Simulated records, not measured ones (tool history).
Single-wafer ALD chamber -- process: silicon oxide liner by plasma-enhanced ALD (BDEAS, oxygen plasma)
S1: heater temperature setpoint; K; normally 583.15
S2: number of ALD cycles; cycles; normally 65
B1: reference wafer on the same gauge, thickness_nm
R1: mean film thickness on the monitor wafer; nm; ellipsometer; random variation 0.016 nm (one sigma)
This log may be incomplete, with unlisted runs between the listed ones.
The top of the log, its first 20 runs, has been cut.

Run 21, day 13.104: usual settings but S1 595.15 K, S2 75 cycles; B1 6.344. Result: R1 7.362 nm.
Run 22, day 13.458: usual settings but S1 590.15 K; B1 6.339. Result: R1 6.407 nm.
Run 23, day 14.067: usual settings but S1 576.15 K, S2 73 cycles; B1 6.341. Result: R1 7.295 nm.
Run 24, day 14.738: usual settings but S1 590.15 K, S2 70 cycles; B1 6.341. Result: R1 6.926 nm.
Run 25, day 15.025: usual settings but S1 572.15 K, S2 77 cycles; B1 6.342. Result: R1 7.73 nm.
Run 26, day 15.571: usual settings; B1 6.339. Result: R1 6.445 nm.
Run 27, day 16.192: usual settings but S1 595.15 K, S2 70 cycles; B1 6.333. Result: R1 6.85 nm.
Run 28, day 16.933: usual settings but S1 570.15 K, S2 53 cycles; B1 6.341. Result: R1 5.386 nm.
Run 29, day 17.662: usual settings but S1 595.15 K, S2 55 cycles; B1 6.335. Result: R1 5.379 nm.
Run 30, day 18.738: usual settings but S1 592.15 K, S2 56 cycles; B1 6.339. Result: R1 5.496 nm.
Run 31, day 19.104: usual settings; B1 6.342. Result: R1 6.441 nm.
Run 32, day 19.438: usual settings but S1 597.15 K, S2 71 cycles; B1 6.34. Result: R1 6.921 nm.
Run 33, day 19.938: usual settings; B1 6.341. Result: R1 6.461 nm.
Run 34, day 20.633: usual settings but S1 570.15 K, S2 57 cycles; B1 6.341. Result: R1 5.777 nm.
Run 35, day 21.146: usual settings but S1 595.15 K, S2 77 cycles; B1 6.337. Result: R1 7.529 nm.

Branching from run 35: 5 alternative next runs. What would each branch give?
Run A, day 21.167: usual settings; B1 ?. Result: R1 ?.
Run B, day 21.167: usual settings but S2 72 cycles; B1 ?. Result: R1 ?.
Run C, day 21.167: usual settings but S1 591.15 K, S2 71 cycles; B1 ?. Result: R1 ?.
Run D, day 21.167: usual settings but S1 596.15 K, S2 54 cycles; B1 ?. Result: R1 ?.
Run E, day 21.167: usual settings but S2 54 cycles; B1 ?. Result: R1 ?.

run     B1     R1
  A  6.336   6.46
  B  6.336  7.156
  C  6.336  6.986
  D  6.336   5.28
  E  6.336  5.367
Stripped of hidden state, with their random variation kept, the same runs would have yielded:
run     R1
  A   6.46
  B  7.156
  C  6.986
  D   5.28
  E  5.367

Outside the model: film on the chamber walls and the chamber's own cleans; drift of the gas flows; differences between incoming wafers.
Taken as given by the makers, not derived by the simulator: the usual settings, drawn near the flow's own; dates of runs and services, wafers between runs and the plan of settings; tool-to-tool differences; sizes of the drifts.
